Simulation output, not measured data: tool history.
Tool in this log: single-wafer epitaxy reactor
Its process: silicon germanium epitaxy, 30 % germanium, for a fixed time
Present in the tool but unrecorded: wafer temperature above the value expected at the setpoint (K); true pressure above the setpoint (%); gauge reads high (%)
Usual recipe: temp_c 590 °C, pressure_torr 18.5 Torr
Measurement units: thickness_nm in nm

run     day  temp_c  pressure_torr  wafers since the last listed run  hours since the last pyrometer calibration  hours since the last manometer calibration  hours since the showerhead was replaced  hours since the gauge calibration  read-back reference wafer on the same gauge, thickness_nm  thickness_nm
  1       0     590           18.5                                 0                                      1387.7                                      2103.7                                   5997.2                              419.2                                                     47.789        50.728
  2   1.212     590           18.5                               660                                      1416.8                                      2132.8                                   6026.3                              448.3                                                     47.782        51.266
  3   1.717     590           18.5                               274                                      1428.9                                      2144.9                                   6038.4                              460.4                                                     47.699        51.287
  4     2.4     590           18.5                               372                                      1445.3                                      2161.3                                   6054.8                              476.8                                                     47.831        50.978
  5   3.742     590           18.5                               730                                      1477.5                                      2193.5                                     6087                                509                                                     47.806        51.263
  6   5.025     598           18.5                               698                                      1508.3                                      2224.3                                   6117.8                              539.8                                                      47.78        58.245
  7   5.662     598           18.5                               347                                      1523.6                                      2239.6                                   6133.1                              555.1                                                     47.728        58.191
  8   6.438     590           21.7                               421                                      1542.2                                      2258.2                                   6151.7                              573.7                                                     47.769        54.492
  9   7.579     590           21.7                               621                                      1569.6                                      2285.6                                   6179.1                              601.1                                                     47.856        54.573
 10   8.962     590           18.5                               753                                      1602.8                                      2318.8                                   6212.3                              634.3                                                     47.792        51.138
 11  10.288     590           18.5                               721                                      1634.6                                      2350.6                                   6244.1                              666.1                                                     47.798         51.41
 12    11.2     590           18.5                               496                                      1656.5                                      2372.5                                     6266                                688                                                     47.901        51.302
 13    12.6     590           18.5                               762                                      1690.1                                      2406.1                                   6299.6                              721.6                                                     47.798        51.685
 14   13.35     590           15.7                               408                                      1708.1                                      2424.1                                   6317.6                              739.6                                                     47.788        47.978
 15  14.371     590           20.5                               555                                      1732.6                                      2448.6                                   6342.1                              764.1                                                     47.777        53.964
 16  15.254     590           18.5                               480                                      1753.8                                      2469.8                                   6363.3                              785.3                                                     47.838        51.327
 17  16.475     590           18.5                               664                                      1783.1                                      2499.1                                   6392.6                              814.6                                                     47.767        51.176
 18    17.1     590           18.5                               340                                      1798.1                                      2514.1                                   6407.6                              829.6                                                     47.803        51.651
 19  17.654     597           15.9                               301                                      1811.4                                      2527.4                                   6420.9                              842.9                                                     47.779        54.187
 20  18.912     590           15.7                               685                                      1841.6                                      2557.6                                   6451.1                              873.1                                                     47.766        47.996
 21  19.971     590           18.5                               576                                        1867                                        2583                                   6476.5                              898.5                                                     47.838        51.713
     20.429  -- capacitance manometer re-zeroed and calibrated
     21.729  -- pyrometer calibrated
 22    21.8     595           15.1                               632                                         1.7                                        32.9                                   6520.4                              942.4                                                     47.764        47.786
     22.362  -- showerhead replaced
     22.383  -- gauge calibrated
 23  22.771     576           17.2                               347                                          25                                        56.2                                      9.8                                9.3                                                     47.716        36.752
 24  23.508     599           15.5                               401                                        42.7                                        73.9                                     27.5                                 27                                                     47.809        51.469
 25  24.104     584           22.6                               324                                          57                                        88.2                                     41.8                               41.3                                                     47.855        47.383
 26  25.371     601           21.3                               689                                        87.4                                       118.6                                     72.2                               71.7                                                     47.745        60.717
 27  26.538     590           18.5                               635                                       115.4                                       146.6                                    100.2                               99.7                                                     47.782        48.185
     27.208  -- capacitance manometer re-zeroed and calibrated, repeated, since the last time left the tool worse
 28  27.988     585           19.9                               608                                       150.2                                        18.7                                      135                              134.5                                                      47.81        47.687
 29  28.625     584             23                               347                                       165.5                                          34                                    150.3                              149.8                                                     47.737          49.5
 30  29.696     605           21.7                               583                                       191.2                                        59.7                                      176                              175.5                                                     47.765        68.536
 31  30.471     604           16.1                               421                                       209.8                                        78.3                                    194.6                              194.1                                                     47.843        59.169
 32  34.408     577             15                              2143                                       304.3                                       172.8                                    289.1                              288.6                                                     47.831         36.95
 33   35.45     594           16.5                               567                                       329.3                                       197.8                                    314.1                              313.6                                                     47.773        51.058
 34  39.029     585           18.5                              1948                                       415.2                                       283.7                                      400                              399.5                                                     47.828         46.02

Forecast each of these 5 alternatives for the next run:
  A  39.046     590           20.2                                 9                                       415.6                                       284.1                                    400.4                              399.9                                                          ?             ?
  B  39.046     596           18.5                                 9                                       415.6                                       284.1                                    400.4                              399.9                                                          ?             ?
  C  39.046     582           22.7                                 9                                       415.6                                       284.1                                    400.4                              399.9                                                          ?             ?
  D  39.046     584           16.1                                 9                                       415.6                                       284.1                                    400.4                              399.9                                                          ?             ?
  E  39.046     600           14.9                                 9                                       415.6                                       284.1                                    400.4                              399.9                                                          ?             ?

run  read-back reference wafer on the same gauge, thickness_nm  thickness_nm
  A                                                     47.759         52.39
  B                                                     47.759        55.682
  C                                                     47.759        48.187
  D                                                     47.759        43.083
  E                                                     47.759        54.167
Had the tool no hidden state, the same runs would have come out as:
run  thickness_nm
  A        52.369
  B        55.659
  C        48.167
  D        43.066
  E        54.144
